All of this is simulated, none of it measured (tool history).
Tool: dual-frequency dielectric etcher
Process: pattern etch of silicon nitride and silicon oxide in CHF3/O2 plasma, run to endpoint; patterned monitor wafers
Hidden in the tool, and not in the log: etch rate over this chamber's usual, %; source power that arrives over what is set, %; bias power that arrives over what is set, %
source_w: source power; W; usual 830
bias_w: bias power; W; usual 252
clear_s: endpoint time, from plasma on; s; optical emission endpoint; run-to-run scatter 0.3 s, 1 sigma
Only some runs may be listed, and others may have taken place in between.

| run | hour | source_w | bias_w | wafers since the last listed run | hours since the last wet clean | hours since the last source power generator calibration | hours since the last bias power generator calibration | hours since the last upper electrode change | incoming incoming film thickness, nm | clear_s |
|---|---|---|---|---|---|---|---|---|---|---|
| 1 | 0.0 | 830 | 300 | 0 | 397.9 | 1890.1 | 3660.7 | 4469.3 | 191.7 | 94.9 |
| 2 | 13.4 | 830 | 252 | 118 | 411.3 | 1903.5 | 3674.1 | 4482.7 | 192.7 | 101.8 |
| 3 | 20.9 | 830 | 252 | 66 | 418.8 | 1911.0 | 3681.6 | 4490.2 | 195.2 | 102.8 |
| 4 | 27.2 | 830 | 252 | 55 | 425.1 | 1917.3 | 3687.9 | 4496.5 | 191.4 | 101.2 |
| 5 | 37.8 | 830 | 252 | 93 | 435.7 | 1927.9 | 3698.5 | 4507.1 | 193.7 | 102.5 |
| 6 | 49.9 | 830 | 252 | 106 | 447.8 | 1940.0 | 3710.6 | 4519.2 | 193.5 | 102.3 |
| 7 | 63.4 | 830 | 275 | 119 | 461.3 | 1953.5 | 3724.1 | 4532.7 | 192.3 | 98.8 |
| 8 | 76.6 | 830 | 275 | 116 | 474.5 | 1966.7 | 3737.3 | 4545.9 | 194.3 | 100.1 |
|  | 85.1 | bias power generator calibrated |
| 9 | 93.6 | 730 | 252 | 114 | 491.5 | 1983.7 | 8.5 | 4562.9 | 195.0 | 109.6 |
|  | 99.8 | source power generator calibrated |
| 10 | 100.9 | 910 | 224 | 29 | 498.8 | 1.1 | 15.8 | 4570.2 | 192.3 | 102.3 |
| 11 | 113.6 | 830 | 231 | 111 | 511.5 | 13.8 | 28.5 | 4582.9 | 194.1 | 106.7 |
| 12 | 123.9 | 980 | 232 | 90 | 521.8 | 24.1 | 38.8 | 4593.2 | 192.9 | 98.1 |
| 13 | 131.4 | 750 | 282 | 66 | 529.3 | 31.6 | 46.3 | 4600.7 | 192.2 | 103.5 |
|  | 162.4 | wet clean of the chamber |
|  | 177.9 | upper electrode replaced |
| 14 | 178.4 | 830 | 298 | 66 | 16.0 | 78.6 | 93.3 | 0.5 | 194.8 | 94.6 |
| 15 | 178.8 | 830 | 252 | 3 | 16.4 | 79.0 | 93.7 | 0.9 | 194.0 | 99.2 |
| 16 | 179.2 | 990 | 310 | 3 | 16.8 | 79.4 | 94.1 | 1.3 | 192.5 | 84.6 |
| 17 | 179.5 | 830 | 252 | 2 | 17.1 | 79.7 | 94.4 | 1.6 | 190.9 | 97.4 |
| 18 | 191.1 | 750 | 252 | 102 | 28.7 | 91.3 | 106.0 | 13.2 | 193.0 | 103.3 |
| 19 | 208.9 | 660 | 206 | 156 | 46.5 | 109.1 | 123.8 | 31.0 | 193.0 | 117.1 |
| 20 | 219.6 | 830 | 252 | 94 | 57.2 | 119.8 | 134.5 | 41.7 | 194.3 | 99.2 |
| 21 | 236.1 | 970 | 252 | 145 | 73.7 | 136.3 | 151.0 | 58.2 | 193.6 | 92.9 |

4 ways to go on from here, each from the tool as it stands after run 21. What would each give?
| A | 236.6 | 830 | 224 | 4 | 74.2 | 136.8 | 151.5 | 58.7 | 192.8 | ? |
| B | 236.6 | 1020 | 190 | 4 | 74.2 | 136.8 | 151.5 | 58.7 | 192.8 | ? |
| C | 236.6 | 660 | 218 | 4 | 74.2 | 136.8 | 151.5 | 58.7 | 192.8 | ? |
| D | 236.6 | 710 | 312 | 4 | 74.2 | 136.8 | 151.5 | 58.7 | 192.8 | ? |

| run | clear_s |
|---|---|
| A | 103.4 |
| B | 99.6 |
| C | 115.5 |
| D | 99.0 |
What these runs would have given with no unlogged condition in the tool:
| run | clear_s |
|---|---|
| A | 102.8 |
| B | 99.0 |
| C | 114.9 |
| D | 98.5 |

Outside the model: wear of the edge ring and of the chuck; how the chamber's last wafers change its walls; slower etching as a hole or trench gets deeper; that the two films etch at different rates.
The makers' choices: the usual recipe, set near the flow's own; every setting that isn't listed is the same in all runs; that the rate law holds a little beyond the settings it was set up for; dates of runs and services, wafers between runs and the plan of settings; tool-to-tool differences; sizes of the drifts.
